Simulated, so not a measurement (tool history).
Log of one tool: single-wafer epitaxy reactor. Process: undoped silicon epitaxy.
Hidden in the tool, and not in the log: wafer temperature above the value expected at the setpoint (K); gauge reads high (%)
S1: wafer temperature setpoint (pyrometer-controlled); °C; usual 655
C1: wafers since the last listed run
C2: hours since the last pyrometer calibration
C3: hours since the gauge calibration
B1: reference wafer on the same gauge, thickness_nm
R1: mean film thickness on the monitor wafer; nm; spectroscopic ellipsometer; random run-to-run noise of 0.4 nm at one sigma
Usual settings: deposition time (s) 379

run 1 hour=0.0 | S1=655 deposition_time_(s)=403 | C1=0 C2=964.2 C3=893.8 | B1=59.659 | R1=79.498
run 2 hour=45.8 | S1=655 deposition_time_(s)=403 | C1=306 C2=1010.0 C3=939.6 | B1=59.549 | R1=80.309
run 3 hour=99.7 | S1=665 deposition_time_(s)=379 | C1=360 C2=1063.9 C3=993.5 | B1=59.676 | R1=91.208
run 4 hour=175.3 | S1=655 deposition_time_(s)=379 | C1=505 C2=1139.5 C3=1069.1 | B1=59.501 | R1=75.161
-- hour=202.2 pyrometer calibrated
run 5 hour=230.6 | S1=655 deposition_time_(s)=379 | C1=316 C2=28.4 C3=1124.4 | B1=59.632 | R1=72.479
run 6 hour=319.9 | S1=655 deposition_time_(s)=379 | C1=597 C2=117.7 C3=1213.7 | B1=59.612 | R1=72.482
-- hour=367.3 gauge calibrated
run 7 hour=425.6 | S1=655 deposition_time_(s)=379 | C1=707 C2=223.4 C3=58.3 | B1=59.663 | R1=73.894
run 8 hour=520.8 | S1=655 deposition_time_(s)=379 | C1=636 C2=318.6 C3=153.5 | B1=59.779 | R1=74.938
run 9 hour=559.3 | S1=655 deposition_time_(s)=379 | C1=257 C2=357.1 C3=192.0 | B1=59.667 | R1=74.706
run 10 hour=810.8 | S1=655 deposition_time_(s)=379 | C1=1682 C2=608.6 C3=443.5 | B1=59.751 | R1=75.024
run 11 hour=890.7 | S1=655 deposition_time_(s)=379 | C1=534 C2=688.5 C3=523.4 | B1=59.401 | R1=75.062
run 12 hour=1040.7 | S1=655 deposition_time_(s)=379 | C1=1003 C2=838.5 C3=673.4 | B1=59.623 | R1=75.301
run 13 hour=1138.0 | S1=655 deposition_time_(s)=424 | C1=651 C2=935.8 C3=770.7 | B1=59.717 | R1=83.874
run 14 hour=1187.4 | S1=640 deposition_time_(s)=425 | C1=330 C2=985.2 C3=820.1 | B1=59.740 | R1=62.548
run 15 hour=1257.9 | S1=659 deposition_time_(s)=431 | C1=471 C2=1055.7 C3=890.6 | B1=59.572 | R1=92.425
run 16 hour=1338.1 | S1=650 deposition_time_(s)=403 | C1=536 C2=1135.9 C3=970.8 | B1=59.695 | R1=72.039
run 17 hour=1406.6 | S1=655 deposition_time_(s)=379 | C1=458 C2=1204.4 C3=1039.3 | B1=59.525 | R1=75.349
-- hour=1464.6 pyrometer calibrated
run 18 hour=1511.9 | S1=662 deposition_time_(s)=423 | C1=651 C2=47.3 C3=1144.6 | B1=59.555 | R1=92.414
-- hour=1521.3 gauge calibrated
run 19 hour=1578.3 | S1=663 deposition_time_(s)=311 | C1=444 C2=113.7 C3=57.0 | B1=59.571 | R1=69.777
run 20 hour=1775.1 | S1=664 deposition_time_(s)=336 | C1=1316 C2=310.5 C3=253.8 | B1=59.603 | R1=77.441

Run 21 is up next; what results do you expect?
run 21 hour=1859.6 | S1=655 deposition_time_(s)=379 | C1=565 C2=395.0 C3=338.3 | B1=? | R1=?

{"run 21": {"B1": 59.514, "R1": 73.577}}
On a tool with no hidden condition, and with the same random variation, this run would have come out at R1 72.211 nm.
